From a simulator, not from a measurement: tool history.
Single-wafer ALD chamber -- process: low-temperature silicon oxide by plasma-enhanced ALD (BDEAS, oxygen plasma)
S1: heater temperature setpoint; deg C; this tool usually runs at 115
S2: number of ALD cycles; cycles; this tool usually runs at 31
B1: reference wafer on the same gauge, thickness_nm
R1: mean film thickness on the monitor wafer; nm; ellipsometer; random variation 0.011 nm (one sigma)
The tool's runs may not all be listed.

| run | day | S1 | S2 | B1 | R1 |
|---|---|---|---|---|---|
| 1 | 0.000 | 107 | 30 | 3.894 | 4.158 |
| 2 | 0.575 | 107 | 30 | 3.896 | 4.181 |
| 3 | 1.058 | 107 | 30 | 3.898 | 4.179 |
| 4 | 1.800 | 115 | 31 | 3.899 | 4.263 |
| 5 | 2.538 | 115 | 31 | 3.900 | 4.248 |
| 6 | 3.196 | 115 | 31 | 3.900 | 4.275 |
| 7 | 4.004 | 115 | 28 | 3.905 | 3.857 |
| 8 | 4.638 | 115 | 26 | 3.907 | 3.582 |
| 9 | 4.854 | 115 | 26 | 3.905 | 3.584 |
| 10 | 5.129 | 115 | 29 | 3.907 | 4.010 |
| 11 | 5.733 | 122 | 31 | 3.906 | 4.223 |
| 12 | 6.142 | 122 | 31 | 3.907 | 4.216 |
| 13 | 7.862 | 122 | 31 | 3.906 | 4.218 |
| 14 | 8.517 | 122 | 31 | 3.907 | 4.234 |
| 15 | 9.008 | 104 | 31 | 3.871 | 4.321 |
| 16 | 9.446 | 104 | 26 | 3.877 | 3.625 |
| 17 | 9.950 | 123 | 31 | 3.882 | 4.195 |
| 18 | 10.400 | 129 | 35 | 3.883 | 4.682 |
| 19 | 11.138 | 115 | 34 | 3.890 | 4.663 |
| 20 | 11.633 | 102 | 26 | 3.893 | 3.639 |
| 21 | 12.496 | 115 | 31 | 3.898 | 4.254 |
| 22 | 12.988 | 129 | 26 | 3.900 | 3.487 |
| 23 | 13.258 | 115 | 27 | 3.903 | 3.706 |
| 24 | 13.712 | 115 | 31 | 3.904 | 4.283 |
| 25 | 14.038 | 101 | 35 | 3.904 | 4.935 |
| 26 | 14.471 | 115 | 31 | 3.905 | 4.262 |

Removed from this log: 2 entries logged between the listed runs. Between which two listed runs does each belong, and how does the tool's hidden state at the listed run before it compare with that at the listed run after it?
After run 7, before run 8: thermocouple changed; heater temperature recalibrated (day 4.617)
  gauge reads high (%): 0.873 -> 0.895
  measured result minus the result with no hidden state, R1: +0.033 -> +0.032 nm
After run 14, before run 15: gauge calibrated (day 8.979)
  gauge reads high (%): 0.972 -> 0.0619
  measured result minus the result with no hidden state, R1: +0.041 -> +0.003 nm

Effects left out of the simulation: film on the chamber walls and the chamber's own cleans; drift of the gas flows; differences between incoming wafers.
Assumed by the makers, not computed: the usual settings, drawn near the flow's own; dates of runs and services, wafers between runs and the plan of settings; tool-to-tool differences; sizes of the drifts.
